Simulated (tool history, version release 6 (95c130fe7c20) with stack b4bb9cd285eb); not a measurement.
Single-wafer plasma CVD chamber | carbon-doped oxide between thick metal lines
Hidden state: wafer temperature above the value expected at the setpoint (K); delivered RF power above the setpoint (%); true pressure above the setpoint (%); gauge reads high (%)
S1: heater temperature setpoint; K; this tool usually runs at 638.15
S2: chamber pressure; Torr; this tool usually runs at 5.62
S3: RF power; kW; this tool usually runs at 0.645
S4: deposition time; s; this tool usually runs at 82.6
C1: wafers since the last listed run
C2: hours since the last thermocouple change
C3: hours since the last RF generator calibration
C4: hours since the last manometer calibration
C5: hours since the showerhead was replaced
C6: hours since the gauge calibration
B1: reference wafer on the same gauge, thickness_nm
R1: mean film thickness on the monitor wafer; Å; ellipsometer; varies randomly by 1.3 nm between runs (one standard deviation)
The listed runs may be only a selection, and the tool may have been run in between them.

| run | hour | S1 | S2 | S3 | S4 | C1 | C2 | C3 | C4 | C5 | C6 | B1 | R1 |
|---|---|---|---|---|---|---|---|---|---|---|---|---|---|
| 1 | 0.0 | 638.15 | 5.62 | 0.645 | 82.6 | 0 | 765.6 | 1856.1 | 1565.4 | 4742.7 | 211.4 | 533.915 | 4738.54 |
| 2 | 7.4 | 638.15 | 5.62 | 0.645 | 82.6 | 156 | 773.0 | 1863.5 | 1572.8 | 4750.1 | 218.8 | 534.047 | 4744.55 |
| 3 | 18.6 | 638.15 | 5.62 | 0.645 | 82.6 | 236 | 784.2 | 1874.7 | 1584.0 | 4761.3 | 230.0 | 534.104 | 4738.85 |
| 4 | 30.8 | 638.15 | 5.62 | 0.645 | 82.6 | 258 | 796.4 | 1886.9 | 1596.2 | 4773.5 | 242.2 | 533.940 | 4719.02 |
|  | 41.1 | gauge calibrated |
| 5 | 41.2 | 638.15 | 5.62 | 0.645 | 82.6 | 220 | 806.8 | 1897.3 | 1606.6 | 4783.9 | 0.1 | 534.016 | 4729.04 |
| 6 | 48.5 | 638.15 | 5.62 | 0.645 | 82.6 | 154 | 814.1 | 1904.6 | 1613.9 | 4791.2 | 7.4 | 534.007 | 4735.12 |
| 7 | 54.9 | 638.15 | 5.62 | 0.645 | 82.6 | 135 | 820.5 | 1911.0 | 1620.3 | 4797.6 | 13.8 | 533.860 | 4738.44 |
|  | 77.0 | capacitance manometer re-zeroed and calibrated |
|  | 91.4 | showerhead replaced, of another model than before |
| 8 | 91.9 | 638.15 | 5.62 | 0.645 | 82.6 | 444 | 857.5 | 1948.0 | 14.9 | 0.5 | 50.8 | 533.991 | 4623.15 |
| 9 | 104.9 | 638.15 | 5.62 | 0.645 | 82.6 | 275 | 870.5 | 1961.0 | 27.9 | 13.5 | 63.8 | 534.155 | 4613.85 |
| 10 | 111.8 | 638.15 | 5.62 | 0.645 | 82.6 | 145 | 877.4 | 1967.9 | 34.8 | 20.4 | 70.7 | 533.983 | 4626.42 |
| 11 | 128.5 | 629.15 | 5.62 | 0.645 | 73.3 | 353 | 894.1 | 1984.6 | 51.5 | 37.1 | 87.4 | 533.982 | 4188.56 |
| 12 | 142.2 | 650.15 | 5.99 | 0.680 | 82.6 | 289 | 907.8 | 1998.3 | 65.2 | 50.8 | 101.1 | 534.439 | 4783.10 |
| 13 | 158.1 | 638.15 | 5.62 | 0.645 | 82.6 | 336 | 923.7 | 2014.2 | 81.1 | 66.7 | 117.0 | 534.148 | 4620.86 |
| 14 | 175.1 | 646.15 | 5.62 | 0.700 | 94.7 | 359 | 940.7 | 2031.2 | 98.1 | 83.7 | 134.0 | 533.900 | 5612.27 |
|  | 192.0 | RF generator calibrated |
| 15 | 192.9 | 652.15 | 4.95 | 0.645 | 82.6 | 207 | 958.5 | 0.9 | 115.9 | 101.5 | 151.8 | 533.620 | 4801.25 |
| 16 | 205.4 | 638.15 | 5.62 | 0.525 | 73.0 | 264 | 971.0 | 13.4 | 128.4 | 114.0 | 164.3 | 534.153 | 3572.18 |
| 17 | 213.6 | 625.15 | 6.17 | 0.695 | 97.0 | 173 | 979.2 | 21.6 | 136.6 | 122.2 | 172.5 | 534.368 | 6621.73 |
| 18 | 231.3 | 638.15 | 5.62 | 0.560 | 69.0 | 374 | 996.9 | 39.3 | 154.3 | 139.9 | 190.2 | 534.074 | 3633.32 |
|  | 250.5 | gauge calibrated |
|  | 254.0 | thermocouple changed; heater temperature recalibrated |
| 19 | 254.5 | 638.15 | 5.22 | 0.645 | 82.6 | 321 | 0.5 | 62.5 | 177.5 | 163.1 | 4.0 | 533.999 | 4964.20 |
| 20 | 256.7 | 638.15 | 5.62 | 0.645 | 82.6 | 46 | 2.7 | 64.7 | 179.7 | 165.3 | 6.2 | 533.950 | 5000.70 |
| 21 | 267.8 | 638.15 | 5.62 | 0.645 | 82.6 | 234 | 13.8 | 75.8 | 190.8 | 176.4 | 17.3 | 533.918 | 5020.20 |
| 22 | 277.3 | 638.15 | 5.62 | 0.770 | 82.6 | 200 | 23.3 | 85.3 | 200.3 | 185.9 | 26.8 | 533.646 | 5891.84 |
| 23 | 292.8 | 653.15 | 5.62 | 0.645 | 88.3 | 327 | 38.8 | 100.8 | 215.8 | 201.4 | 42.3 | 534.503 | 5182.16 |
| 24 | 305.6 | 638.15 | 4.32 | 0.720 | 82.6 | 270 | 51.6 | 113.6 | 228.6 | 214.2 | 55.1 | 534.249 | 5262.05 |
| 25 | 314.7 | 638.15 | 5.62 | 0.555 | 82.6 | 192 | 60.7 | 122.7 | 237.7 | 223.3 | 64.2 | 534.023 | 4266.88 |
| 26 | 330.9 | 638.15 | 6.99 | 0.645 | 91.9 | 342 | 76.9 | 138.9 | 253.9 | 239.5 | 80.4 | 534.153 | 5714.86 |
| 27 | 339.4 | 629.15 | 5.62 | 0.645 | 82.6 | 179 | 85.4 | 147.4 | 262.4 | 248.0 | 88.9 | 534.013 | 5113.34 |

Below are 5 alternative next runs, each starting from the tool's condition after run 27. Predict each:
| A | 339.8 | 638.15 | 5.62 | 0.645 | 94.4 | 8 | 85.8 | 147.8 | 262.8 | 248.4 | 89.3 | ? | ? |
| B | 339.8 | 645.15 | 5.62 | 0.645 | 82.6 | 8 | 85.8 | 147.8 | 262.8 | 248.4 | 89.3 | ? | ? |
| C | 339.8 | 649.15 | 4.29 | 0.645 | 82.6 | 8 | 85.8 | 147.8 | 262.8 | 248.4 | 89.3 | ? | ? |
| D | 339.8 | 638.15 | 6.94 | 0.645 | 82.6 | 8 | 85.8 | 147.8 | 262.8 | 248.4 | 89.3 | ? | ? |
| E | 339.8 | 638.15 | 5.62 | 0.720 | 86.8 | 8 | 85.8 | 147.8 | 262.8 | 248.4 | 89.3 | ? | ? |

| run | B1 | R1 |
|---|---|---|
| A | 533.665 | 5686.58 |
| B | 533.665 | 4900.61 |
| C | 533.665 | 4609.69 |
| D | 533.665 | 5108.03 |
| E | 533.665 | 5794.11 |
With the hidden condition removed and each run's random variation left untouched, the same runs would have given:
| run | R1 |
|---|---|
| A | 5827.67 |
| B | 5022.20 |
| C | 4724.06 |
| D | 5234.76 |
| E | 5933.72 |

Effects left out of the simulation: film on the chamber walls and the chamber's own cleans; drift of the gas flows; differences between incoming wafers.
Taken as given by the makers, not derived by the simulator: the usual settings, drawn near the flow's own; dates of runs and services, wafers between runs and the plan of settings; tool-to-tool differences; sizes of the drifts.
